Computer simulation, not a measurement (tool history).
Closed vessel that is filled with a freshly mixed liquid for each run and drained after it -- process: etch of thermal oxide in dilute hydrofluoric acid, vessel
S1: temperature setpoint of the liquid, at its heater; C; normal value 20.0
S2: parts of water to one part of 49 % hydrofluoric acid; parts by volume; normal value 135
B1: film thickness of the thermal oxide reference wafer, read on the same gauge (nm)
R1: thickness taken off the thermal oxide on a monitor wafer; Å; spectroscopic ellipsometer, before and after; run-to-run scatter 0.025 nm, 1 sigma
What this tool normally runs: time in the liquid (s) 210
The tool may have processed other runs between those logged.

{"run": 1, "hour": 0.0, "S1": 20.0, "S2": 135, "time in the liquid (s)": 210, "B1": 139.95, "R1": 53.3}
{"run": 2, "hour": 13.5, "S1": 20.0, "S2": 135, "time in the liquid (s)": 210, "B1": 140.01, "R1": 52.8}
{"run": 3, "hour": 24.8, "S1": 20.0, "S2": 135, "time in the liquid (s)": 210, "B1": 140.01, "R1": 53.2}
{"run": 4, "hour": 39.5, "S1": 20.0, "S2": 135, "time in the liquid (s)": 145, "B1": 139.99, "R1": 36.3}
{"run": 5, "hour": 52.9, "S1": 20.0, "S2": 135, "time in the liquid (s)": 145, "B1": 139.96, "R1": 36.5}
{"run": 6, "hour": 59.3, "S1": 20.0, "S2": 135, "time in the liquid (s)": 145, "B1": 140.01, "R1": 36.5}
{"run": 7, "hour": 74.0, "S1": 20.0, "S2": 135, "time in the liquid (s)": 210, "B1": 140.0, "R1": 52.8}
{"run": 8, "hour": 80.3, "S1": 20.0, "S2": 135, "time in the liquid (s)": 210, "B1": 139.99, "R1": 52.8}
{"run": 9, "hour": 94.7, "S1": 20.0, "S2": 135, "time in the liquid (s)": 210, "B1": 140.06, "R1": 52.8}
{"run": 10, "hour": 104.2, "S1": 20.0, "S2": 135, "time in the liquid (s)": 210, "B1": 140.02, "R1": 52.8}
{"hour": 111.0, "done": "hydrofluoric acid flow meter replaced"}
{"run": 11, "hour": 116.3, "S1": 20.0, "S2": 135, "time in the liquid (s)": 210, "B1": 139.98, "R1": 52.7}
{"run": 12, "hour": 124.0, "S1": 24.5, "S2": 85, "time in the liquid (s)": 210, "B1": 140.04, "R1": 105.7}
{"hour": 133.8, "done": "thermometer replaced"}
{"run": 13, "hour": 136.2, "S1": 20.0, "S2": 135, "time in the liquid (s)": 320, "B1": 140.01, "R1": 90.4}
{"run": 14, "hour": 152.9, "S1": 22.0, "S2": 80, "time in the liquid (s)": 95, "B1": 140.02, "R1": 52.2}
{"run": 15, "hour": 161.1, "S1": 20.0, "S2": 135, "time in the liquid (s)": 210, "B1": 139.98, "R1": 59.1}
{"run": 16, "hour": 200.5, "S1": 18.5, "S2": 135, "time in the liquid (s)": 260, "B1": 139.99, "R1": 68.3}
{"hour": 213.4, "done": "gauge calibrated"}
{"run": 17, "hour": 218.0, "S1": 20.0, "S2": 135, "time in the liquid (s)": 210, "B1": 140.01, "R1": 58.7}
{"run": 18, "hour": 235.6, "S1": 17.0, "S2": 75, "time in the liquid (s)": 210, "B1": 140.0, "R1": 99.2}
{"run": 19, "hour": 243.2, "S1": 20.0, "S2": 135, "time in the liquid (s)": 210, "B1": 140.02, "R1": 58.5}
{"run": 20, "hour": 251.2, "S1": 17.0, "S2": 135, "time in the liquid (s)": 210, "B1": 139.98, "R1": 52.1}
{"run": 21, "hour": 261.3, "S1": 17.0, "S2": 135, "time in the liquid (s)": 295, "B1": 139.98, "R1": 72.4}
{"run": 22, "hour": 270.1, "S1": 17.0, "S2": 135, "time in the liquid (s)": 310, "B1": 140.01, "R1": 76.0}

State the hidden condition of the tool at each of the runs:
hydrofluoric acid flow above the setpoint (%): 0 across all the runs
gauge reads high (%): 0 across all the runs
H1: liquid colder than its thermometer reads (K)
run=1 H1=2.91
run=2 H1=2.94
run=3 H1=2.96
run=4 H1=2.99
run=5 H1=3.01
run=6 H1=3.03
run=7 H1=3.05
run=8 H1=3.07
run=9 H1=3.09
run=10 H1=3.11
run=11 H1=3.13
run=12 H1=3.15
run=13 H1=0.227
run=14 H1=0.258
run=15 H1=0.274
run=16 H1=0.348
run=17 H1=0.381
run=18 H1=0.414
run=19 H1=0.428
run=20 H1=0.443
run=21 H1=0.462
run=22 H1=0.479

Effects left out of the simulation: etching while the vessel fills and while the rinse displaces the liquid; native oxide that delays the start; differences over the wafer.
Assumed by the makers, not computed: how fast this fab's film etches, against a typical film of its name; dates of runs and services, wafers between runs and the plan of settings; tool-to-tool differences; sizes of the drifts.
